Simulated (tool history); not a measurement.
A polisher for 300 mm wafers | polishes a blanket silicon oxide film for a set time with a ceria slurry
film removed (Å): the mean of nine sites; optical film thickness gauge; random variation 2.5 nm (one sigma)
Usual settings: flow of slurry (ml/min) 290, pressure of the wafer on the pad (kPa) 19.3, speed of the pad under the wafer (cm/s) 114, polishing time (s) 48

run    hour  flow of slurry (ml/min)  pressure of the wafer on the pad (kPa)  speed of the pad under the wafer (cm/s)  polishing time (s)  wafers since the last listed run  wafers polished on this pad  hours since the slurry nozzle was cleaned  hours since the head pressure was calibrated  incoming thickness of the incoming film, nm  film removed (Å)
  1       0                      290                                    22.8                                      114                  48                                 0                         2909                                      662.9                                         366.8                                        949.6              2215
       18.5  -- slurry nozzle cleaned
  2    91.4                      290                                    22.8                                      114                  48                               561                         3471                                       72.9                                         458.2                                          951              2221
  3   148.2                      290                                    19.3                                      100                  48                               352                         3824                                      129.7                                           515                                        946.5              1718
  4   211.6                      290                                    19.3                                      140                  48                               393                         4218                                      193.1                                         578.4                                        948.6              2348
      264.3  -- worn pad replaced by a new one
  5   300.3                      290                                    19.3                                      140                  48                               526                          223                                      281.8                                         667.1                                        956.9              2408
  6     343                      260                                    19.3                                      114                  48                               265                          489                                      324.5                                         709.8                                        963.3              1948
  7   435.8                      260                                    19.3                                      114                  48                               576                         1065                                      417.3                                         802.6                                        949.7              1946
  8   505.8                      290                                    15.9                                      114                  48                               434                         1500                                      487.3                                         872.6                                        956.5              1677
  9   600.5                      290                                    19.3                                      114                  61                               588                         2089                                        582                                         967.3                                        964.2              2484
      648.1  -- slurry nozzle cleaned
 10   677.6                      290                                    19.3                                      114                  42                               472                         2562                                       29.5                                        1044.4                                        964.1              1725
 11   754.7                      290                                    19.3                                      114                  42                               479                         3041                                      106.6                                        1121.5                                        951.7              1729
 12   816.5                      290                                    19.3                                      114                  42                               384                         3425                                      168.4                                        1183.3                                          965              1701
      823.9  -- head pressure recalibrated
 13   878.9                      290                                    19.3                                       86                  57                               375                         3800                                      230.8                                            55                                        940.8              1754
 14   917.5                      235                                    22.1                                      114                  48                               239                         4040                                      269.4                                          93.6                                          979              2137
      930.3  -- worn pad replaced by a new one
 15   997.3                      290                                    19.3                                      104                  48                               471                          416                                      349.2                                         173.4                                        947.5              1733
 16  1060.4                      290                                    19.3                                      114                  48                               392                          808                                      412.3                                         236.5                                        941.6              1902
 17  1152.2                      260                                    14.5                                      130                  38                               570                         1379                                      504.1                                         328.3                                        947.1              1380
 18  1222.4                      290                                    23.4                                      114                  65                               436                         1815                                      574.3                                         398.5                                        944.6              3140
     1291.8  -- slurry nozzle cleaned
 19  1322.9                      370                                    17.2                                      114                  63                               618                         2433                                       31.1                                           499                                        969.2              2334
 20  1367.5                      290                                    19.3                                      114                  32                               277                         2710                                       75.7                                         543.6                                        940.9              1274
 21  1409.2                      290                                    19.3                                      114                  48                               259                         2970                                      117.4                                         585.3                                        950.3              1906
 22  1469.7                      290                                    24.8                                      100                  48                               375                         3346                                      177.9                                         645.8                                        971.5              2127
 23  1577.1                      290                                    19.3                                      114                  48                               667                         4013                                      285.3                                         753.2                                          940              1923
     1592.4  -- worn pad replaced by a new one
 24  1651.1                      290                                    19.3                                      114                  48                               434                          364                                      359.3                                         827.2                                        974.5              1960
 25  1715.2                      385                                    24.8                                      132                  42                               398                          763                                      423.4                                         891.3                                        966.3              2451
 26  1823.1                      390                                    14.5                                      114                  43                               670                         1433                                      531.3                                         999.2                                        962.6              1405
     1864.4  -- head pressure recalibrated
 27  1927.2                      370                                    17.2                                      114                  63                               634                         2068                                      635.4                                          62.8                                        954.5              2381
     1988.5  -- slurry nozzle cleaned
 28  2012.7                      290                                    13.8                                      114                  48                               525                         2593                                       24.2                                         148.3                                          970              1491
 29  2064.4                      290                                    19.3                                       80                  48                               321                         2914                                       75.9                                           200                                        978.9              1366
 30  2127.8                      290                                    13.1                                      114                  48                               393                         3308                                      139.3                                         263.4                                          971              1424
 31  2194.4                      290                                    24.8                                      126                  48                               413                         3722                                      205.9                                           330                                        946.6              2608
 32  2233.7                      345                                    19.3                                       92                  62                               244                         3966                                      245.2                                         369.3                                        958.6              2082
 33  2319.2                      290                                    19.3                                       88                  43                               531                         4498                                      330.7                                         454.8                                        970.2              1298
     2325.5  -- worn pad replaced by a new one
 34  2373.9                      290                                    14.5                                       80                  48                               315                          300                                      385.4                                         509.5                                        956.1              1094
 35  2460.9                      200                                    15.9                                      114                  48                               540                          841                                      472.4                                         596.5                                        954.9              1624
 36  2564.8                      290                                    19.3                                       92                  48                               645                         1486                                      576.3                                         700.4                                        966.6              1553

What the log doesn't show, run by run:
removal rate lost through wear of the pad, %: 0 in every run
slurry flow missing at the pad, %: 0 in every run
deviation of the head's pressure from its setpoint, %: 0 in every run

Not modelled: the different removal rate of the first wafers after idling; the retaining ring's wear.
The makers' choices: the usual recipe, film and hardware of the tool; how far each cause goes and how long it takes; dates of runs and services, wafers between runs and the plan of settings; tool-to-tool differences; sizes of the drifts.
